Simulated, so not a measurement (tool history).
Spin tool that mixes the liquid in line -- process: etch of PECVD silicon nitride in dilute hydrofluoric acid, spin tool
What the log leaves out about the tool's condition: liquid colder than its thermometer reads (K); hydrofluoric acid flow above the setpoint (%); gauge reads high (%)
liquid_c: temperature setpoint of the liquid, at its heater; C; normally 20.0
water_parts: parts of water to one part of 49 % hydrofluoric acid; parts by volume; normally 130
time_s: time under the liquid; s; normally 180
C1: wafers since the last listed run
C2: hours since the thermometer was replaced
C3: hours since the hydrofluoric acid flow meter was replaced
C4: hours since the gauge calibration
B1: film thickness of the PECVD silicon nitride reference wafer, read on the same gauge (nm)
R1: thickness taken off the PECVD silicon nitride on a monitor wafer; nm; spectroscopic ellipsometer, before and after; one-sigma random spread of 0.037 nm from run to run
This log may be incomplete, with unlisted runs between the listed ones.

{"run": 1, "hour": 0.0, "liquid_c": 20.0, "water_parts": 130, "time_s": 180, "C1": 0, "C2": 456.4, "C3": 527.6, "C4": 359.8, "B1": 60.022, "R1": 3.325}
{"run": 2, "hour": 53.9, "liquid_c": 20.0, "water_parts": 130, "time_s": 180, "C1": 454, "C2": 510.3, "C3": 581.5, "C4": 413.7, "B1": 59.998, "R1": 3.371}
{"hour": 56.6, "done": "gauge calibrated"}
{"run": 3, "hour": 86.2, "liquid_c": 20.0, "water_parts": 130, "time_s": 180, "C1": 272, "C2": 542.6, "C3": 613.8, "C4": 29.6, "B1": 59.993, "R1": 3.345}
{"run": 4, "hour": 121.5, "liquid_c": 20.0, "water_parts": 130, "time_s": 180, "C1": 297, "C2": 577.9, "C3": 649.1, "C4": 64.9, "B1": 59.988, "R1": 3.384}
{"run": 5, "hour": 140.7, "liquid_c": 20.0, "water_parts": 130, "time_s": 180, "C1": 161, "C2": 597.1, "C3": 668.3, "C4": 84.1, "B1": 60.017, "R1": 3.299}
{"run": 6, "hour": 158.5, "liquid_c": 20.0, "water_parts": 130, "time_s": 180, "C1": 150, "C2": 614.9, "C3": 686.1, "C4": 101.9, "B1": 60.022, "R1": 3.413}
{"run": 7, "hour": 189.0, "liquid_c": 20.0, "water_parts": 130, "time_s": 180, "C1": 257, "C2": 645.4, "C3": 716.6, "C4": 132.4, "B1": 59.985, "R1": 3.324}
{"run": 8, "hour": 207.1, "liquid_c": 20.0, "water_parts": 130, "time_s": 180, "C1": 152, "C2": 663.5, "C3": 734.7, "C4": 150.5, "B1": 59.98, "R1": 3.334}
{"run": 9, "hour": 230.3, "liquid_c": 20.0, "water_parts": 130, "time_s": 180, "C1": 195, "C2": 686.7, "C3": 757.9, "C4": 173.7, "B1": 59.987, "R1": 3.308}
{"run": 10, "hour": 321.3, "liquid_c": 20.0, "water_parts": 130, "time_s": 180, "C1": 767, "C2": 777.7, "C3": 848.9, "C4": 264.7, "B1": 60.048, "R1": 3.369}
{"run": 11, "hour": 352.7, "liquid_c": 20.0, "water_parts": 130, "time_s": 180, "C1": 264, "C2": 809.1, "C3": 880.3, "C4": 296.1, "B1": 60.012, "R1": 3.28}
{"run": 12, "hour": 372.4, "liquid_c": 24.5, "water_parts": 130, "time_s": 210, "C1": 166, "C2": 828.8, "C3": 900.0, "C4": 315.8, "B1": 60.011, "R1": 5.232}
{"run": 13, "hour": 397.9, "liquid_c": 22.0, "water_parts": 110, "time_s": 180, "C1": 215, "C2": 854.3, "C3": 925.5, "C4": 341.3, "B1": 59.991, "R1": 4.452}
{"hour": 416.0, "done": "hydrofluoric acid flow meter replaced"}
{"run": 14, "hour": 420.3, "liquid_c": 20.0, "water_parts": 130, "time_s": 180, "C1": 180, "C2": 876.7, "C3": 4.3, "C4": 363.7, "B1": 60.005, "R1": 3.212}
{"run": 15, "hour": 434.6, "liquid_c": 23.0, "water_parts": 130, "time_s": 180, "C1": 120, "C2": 891.0, "C3": 18.6, "C4": 378.0, "B1": 59.94, "R1": 4.04}
{"run": 16, "hour": 461.3, "liquid_c": 21.5, "water_parts": 170, "time_s": 210, "C1": 225, "C2": 917.7, "C3": 45.3, "C4": 404.7, "B1": 59.983, "R1": 3.222}
{"hour": 483.3, "done": "gauge calibrated"}
{"hour": 538.5, "done": "thermometer replaced"}
{"run": 17, "hour": 545.1, "liquid_c": 18.0, "water_parts": 85, "time_s": 90, "C1": 698, "C2": 6.6, "C3": 129.1, "C4": 61.8, "B1": 60.002, "R1": 2.316}
{"run": 18, "hour": 578.5, "liquid_c": 23.0, "water_parts": 90, "time_s": 230, "C1": 281, "C2": 40.0, "C3": 162.5, "C4": 95.2, "B1": 59.986, "R1": 7.791}
{"run": 19, "hour": 623.3, "liquid_c": 20.0, "water_parts": 130, "time_s": 180, "C1": 377, "C2": 84.8, "C3": 207.3, "C4": 140.0, "B1": 60.013, "R1": 3.53}
{"run": 20, "hour": 637.4, "liquid_c": 20.0, "water_parts": 130, "time_s": 180, "C1": 118, "C2": 98.9, "C3": 221.4, "C4": 154.1, "B1": 60.036, "R1": 3.456}
{"run": 21, "hour": 670.6, "liquid_c": 17.0, "water_parts": 65, "time_s": 85, "C1": 280, "C2": 132.1, "C3": 254.6, "C4": 187.3, "B1": 59.991, "R1": 2.629}
{"run": 22, "hour": 689.2, "liquid_c": 22.0, "water_parts": 110, "time_s": 180, "C1": 156, "C2": 150.7, "C3": 273.2, "C4": 205.9, "B1": 59.985, "R1": 4.759}

What was the tool's hidden state at every run in the log?
hydrofluoric acid flow above the setpoint (%): 0 on each run
gauge reads high (%): 0 on each run
H1: liquid colder than its thermometer reads (K)
run=1 H1=0.618
run=2 H1=0.681
run=3 H1=0.719
run=4 H1=0.76
run=5 H1=0.782
run=6 H1=0.803
run=7 H1=0.838
run=8 H1=0.859
run=9 H1=0.886
run=10 H1=0.992
run=11 H1=1.03
run=12 H1=1.05
run=13 H1=1.08
run=14 H1=1.11
run=15 H1=1.12
run=16 H1=1.15
run=17 H1=0.108
run=18 H1=0.147
run=19 H1=0.199
run=20 H1=0.216
run=21 H1=0.254
run=22 H1=0.276
